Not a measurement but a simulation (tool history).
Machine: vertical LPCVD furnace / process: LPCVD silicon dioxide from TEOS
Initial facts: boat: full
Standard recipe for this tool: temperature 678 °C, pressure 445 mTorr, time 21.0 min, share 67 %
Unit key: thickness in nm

run	day	temperature	pressure	time	share	wafers since the last listed run	hours since the last temperature calibration	hours since the pressure gauge was zeroed	hours since the TEOS flow controller was replaced	hours since the gauge calibration	read-back reference wafer on the same gauge, thickness	thickness
1	0.000	678	445	27.0	73	0	2506.4	2028.4	5303.5	5.5	95.05	146.33
2	4.267	678	445	27.0	73	1832	2608.8	2130.8	5405.9	107.9	95.09	146.07
3	6.133	678	445	27.0	73	801	2653.6	2175.6	5450.7	152.7	95.10	146.02
4	9.833	678	445	21.0	67	1589	2742.4	2264.4	5539.5	241.5	94.95	108.39
5	21.867	678	445	21.0	67	5168	3031.2	2553.2	5828.3	530.3	95.11	107.67
6	24.475	669	445	21.0	67	1120	3093.8	2615.8	5890.9	592.9	95.06	86.34
7	26.896	685	370	21.0	67	1039	3151.9	2673.9	5949.0	651.0	94.98	116.43
8	29.371	685	370	21.0	67	1063	3211.3	2733.3	6008.4	710.4	94.95	115.69
# day 31.117: thermocouples replaced and temperature profile calibrated
# day 33.012: TEOS flow controller replaced
9	35.862	678	445	21.0	67	1929	113.9	2889.1	68.4	866.2	94.99	107.73
# day 36.742: gauge calibrated
# day 40.188: pressure gauge zeroed
10	40.208	667	445	21.0	67	1437	218.2	0.5	172.7	83.2	95.00	84.40
11	42.379	668	445	21.0	67	932	270.3	52.6	224.8	135.3	94.99	86.20
12	44.346	686	445	21.0	67	844	317.5	99.8	272.0	182.5	94.98	134.39
13	46.700	669	445	21.0	67	1011	374.0	156.3	328.5	239.0	94.98	88.75
14	51.025	678	345	19.0	55	1857	477.8	260.1	432.3	342.8	95.03	79.60
15	54.375	678	445	21.0	67	1438	558.2	340.5	512.7	423.2	94.95	110.48
16	57.900	668	400	24.0	76	1514	642.8	425.1	597.3	507.8	94.87	99.44
17	60.812	669	445	27.5	67	1250	712.7	495.0	667.2	577.7	95.13	116.16
18	62.329	678	445	21.0	67	651	749.1	531.4	703.6	614.1	94.97	110.07
19	64.108	674	445	21.0	67	764	791.8	574.1	746.3	656.8	95.00	99.83

Pick out some run-to-run changes in thickness. Of each, how much would a tool without hidden state show as well, from the settings, what came in and chance, and how much is left for the hidden state and any gauge scatter not in both results compared?
Hidden conditions of the tool in this case: true tube temperature minus thermocouple reading, K; true pressure minus gauge reading, mTorr; deviation of the TEOS flow from its setpoint, %; gauge reads high (%).
Run 9 -> 10: temperature 678 -> 667, gauge calibrated, pressure gauge zeroed. thickness -23.33 nm: hidden state +3.05, all else -26.38.
Run 11 -> 12: temperature 668 -> 686. thickness +48.19 nm: hidden state +0.00, all else +48.19.
